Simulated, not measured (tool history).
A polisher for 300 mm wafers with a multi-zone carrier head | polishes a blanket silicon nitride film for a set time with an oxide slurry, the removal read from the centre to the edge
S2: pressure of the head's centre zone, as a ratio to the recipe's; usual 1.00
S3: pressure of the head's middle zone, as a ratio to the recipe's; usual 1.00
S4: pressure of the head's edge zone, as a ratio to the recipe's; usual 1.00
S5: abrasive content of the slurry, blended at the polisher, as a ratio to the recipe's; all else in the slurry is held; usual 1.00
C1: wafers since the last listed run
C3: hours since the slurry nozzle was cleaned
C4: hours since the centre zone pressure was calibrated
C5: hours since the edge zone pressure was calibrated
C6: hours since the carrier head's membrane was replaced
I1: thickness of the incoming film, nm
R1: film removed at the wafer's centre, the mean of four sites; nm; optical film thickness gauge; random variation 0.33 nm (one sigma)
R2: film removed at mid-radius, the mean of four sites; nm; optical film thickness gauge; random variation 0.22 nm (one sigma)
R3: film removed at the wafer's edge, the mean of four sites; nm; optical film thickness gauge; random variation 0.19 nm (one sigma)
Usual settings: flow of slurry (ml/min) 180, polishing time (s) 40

Run 1, hour 0.0: usual settings but polishing time (s) 37; C1 0; wafers polished on this pad 1318; C3 610.1; C4 964.8; C5 94.9; C6 1342.9; I1 293.0. Result: R1 29.2 nm, R2 25.5 nm, R3 26.4 nm.
Run 2, hour 55.8: usual settings but S3 0.91; C1 440; wafers polished on this pad 1758; C3 665.9; C4 1020.6; C5 150.7; C6 1398.7; I1 295.5. Result: R1 31.6 nm, R2 25.4 nm, R3 28.3 nm.
Run 3, hour 81.3: usual settings but flow of slurry (ml/min) 145, S2 0.91, polishing time (s) 35; C1 201; wafers polished on this pad 1960; C3 691.4; C4 1046.1; C5 176.2; C6 1424.2; I1 289.5. Result: R1 23.6 nm, R2 22.7 nm, R3 23.9 nm.
Run 4, hour 137.8: usual settings but S2 1.09, S5 1.20, polishing time (s) 46; C1 445; wafers polished on this pad 2406; C3 747.9; C4 1102.6; C5 232.7; C6 1480.7; I1 289.7. Result: R1 43.4 nm, R2 34.7 nm, R3 36.1 nm.
At hour 184.5: centre zone pressure recalibrated.
Run 5, hour 185.0: usual settings but flow of slurry (ml/min) 205, S3 1.05, S4 1.06, polishing time (s) 33; C1 356; wafers polished on this pad 2762; C3 795.1; C4 0.5; C5 279.9; C6 1527.9; I1 290.5. Result: R1 24.0 nm, R2 23.5 nm, R3 24.4 nm.
At hour 195.0: worn pad replaced by a new one.
At hour 208.0: slurry nozzle cleaned.
Run 6, hour 252.4: usual settings; C1 492; wafers polished on this pad 444; C3 44.4; C4 67.9; C5 347.3; C6 1595.3; I1 292.9. Result: R1 30.8 nm, R2 29.0 nm, R3 29.9 nm.
Run 7, hour 276.7: usual settings but S5 0.85; C1 191; wafers polished on this pad 636; C3 68.7; C4 92.2; C5 371.6; C6 1619.6; I1 296.2. Result: R1 26.6 nm, R2 25.9 nm, R3 26.6 nm.
Run 8, hour 311.4: usual settings but flow of slurry (ml/min) 210, S2 0.91, S4 0.96, S5 1.25; C1 273; wafers polished on this pad 910; C3 103.4; C4 126.9; C5 406.3; C6 1654.3; I1 286.9. Result: R1 33.5 nm, R2 33.9 nm, R3 34.2 nm.
At hour 322.8: carrier head's membrane replaced by a new one.
Run 9, hour 337.7: usual settings; C1 168; wafers polished on this pad 1078; C3 129.7; C4 153.2; C5 432.6; C6 14.9; I1 288.4. Result: R1 31.2 nm, R2 29.0 nm, R3 29.8 nm.
Run 10, hour 379.8: usual settings; C1 332; wafers polished on this pad 1410; C3 171.8; C4 195.3; C5 474.7; C6 57.0; I1 295.0. Result: R1 30.9 nm, R2 28.6 nm, R3 29.4 nm.
Run 11, hour 436.2: usual settings but flow of slurry (ml/min) 115, S4 0.89; C1 445; wafers polished on this pad 1855; C3 228.2; C4 251.7; C5 531.1; C6 113.4; I1 295.1. Result: R1 27.4 nm, R2 25.4 nm, R3 25.8 nm.
Run 12, hour 462.4: usual settings but S3 1.07; C1 206; wafers polished on this pad 2062; C3 254.4; C4 277.9; C5 557.3; C6 139.6; I1 294.5. Result: R1 30.4 nm, R2 30.2 nm, R3 28.9 nm.
Run 13, hour 525.5: usual settings but flow of slurry (ml/min) 135, S5 1.15, polishing time (s) 32; C1 497; wafers polished on this pad 2560; C3 317.5; C4 341.0; C5 620.4; C6 202.7; I1 288.3. Result: R1 24.6 nm, R2 23.0 nm, R3 24.1 nm.
At hour 559.2: worn pad replaced by a new one.
Run 14, hour 591.4: usual settings; C1 488; wafers polished on this pad 254; C3 383.4; C4 406.9; C5 686.3; C6 268.6; I1 289.4. Result: R1 30.9 nm, R2 27.7 nm, R3 29.2 nm.
Run 15, hour 617.2: usual settings; C1 203; wafers polished on this pad 457; C3 409.2; C4 432.7; C5 712.1; C6 294.4; I1 288.3. Result: R1 30.8 nm, R2 28.1 nm, R3 28.9 nm.
Run 16, hour 683.9: usual settings but flow of slurry (ml/min) 215, S5 0.90; C1 526; wafers polished on this pad 984; C3 475.9; C4 499.4; C5 778.8; C6 361.1; I1 290.6. Result: R1 29.4 nm, R2 26.6 nm, R3 27.1 nm.
Run 17, hour 754.0: usual settings but S4 0.88; C1 553; wafers polished on this pad 1537; C3 546.0; C4 569.5; C5 848.9; C6 431.2; I1 293.7. Result: R1 30.0 nm, R2 27.4 nm, R3 27.0 nm.
Run 18, hour 789.7: usual settings but flow of slurry (ml/min) 155, S2 0.88, S3 1.06, S5 1.30; C1 281; wafers polished on this pad 1819; C3 581.7; C4 605.2; C5 884.6; C6 466.9; I1 283.9. Result: R1 29.2 nm, R2 31.7 nm, R3 32.1 nm.
Run 19, hour 958.4: usual settings but S5 0.90, polishing time (s) 31; C1 1331; wafers polished on this pad 3150; C3 750.4; C4 773.9; C5 1053.3; C6 635.6; I1 286.8. Result: R1 21.1 nm, R2 18.9 nm, R3 19.9 nm.
At hour 992.8: worn pad replaced by a new one.
At hour 997.0: slurry nozzle cleaned.
Run 20, hour 999.2: usual settings but polishing time (s) 27; C1 282; wafers polished on this pad 42; C3 2.2; C4 814.7; C5 1094.1; C6 676.4; I1 292.8. Result: R1 22.4 nm, R2 19.9 nm, R3 20.1 nm.
Run 21, hour 1047.7: usual settings but S4 0.90, polishing time (s) 52; C1 382; wafers polished on this pad 424; C3 50.7; C4 863.2; C5 1142.6; C6 724.9; I1 287.7. Result: R1 43.0 nm, R2 38.1 nm, R3 37.0 nm.

4 ways to go on from here, each from the tool as it stands after run 21. What would each give?
Run A, hour 1048.1: usual settings but S2 0.91; C1 3; wafers polished on this pad 428; C3 51.1; C4 863.6; C5 1143.0; C6 725.3; I1 290.4. Result: R1 ?, R2 ?, R3 ?.
Run B, hour 1048.1: usual settings but S3 1.04, S4 1.09; C1 3; wafers polished on this pad 428; C3 51.1; C4 863.6; C5 1143.0; C6 725.3; I1 290.4. Result: R1 ?, R2 ?, R3 ?.
Run C, hour 1048.1: usual settings but S3 1.10; C1 3; wafers polished on this pad 428; C3 51.1; C4 863.6; C5 1143.0; C6 725.3; I1 290.4. Result: R1 ?, R2 ?, R3 ?.
Run D, hour 1048.1: usual settings but S4 0.92; C1 3; wafers polished on this pad 428; C3 51.1; C4 863.6; C5 1143.0; C6 725.3; I1 290.4. Result: R1 ?, R2 ?, R3 ?.

run    R1    R2    R3
  A  30.3  28.9  30.4
  B  33.3  29.9  31.5
  C  33.4  31.4  30.3
  D  33.3  28.9  29.3
Without the tool's hidden state the same runs would have given:
run    R1    R2    R3
  A  28.2  29.2  30.5
  B  31.0  30.2  31.7
  C  31.0  31.6  30.5
  D  31.0  29.2  29.5

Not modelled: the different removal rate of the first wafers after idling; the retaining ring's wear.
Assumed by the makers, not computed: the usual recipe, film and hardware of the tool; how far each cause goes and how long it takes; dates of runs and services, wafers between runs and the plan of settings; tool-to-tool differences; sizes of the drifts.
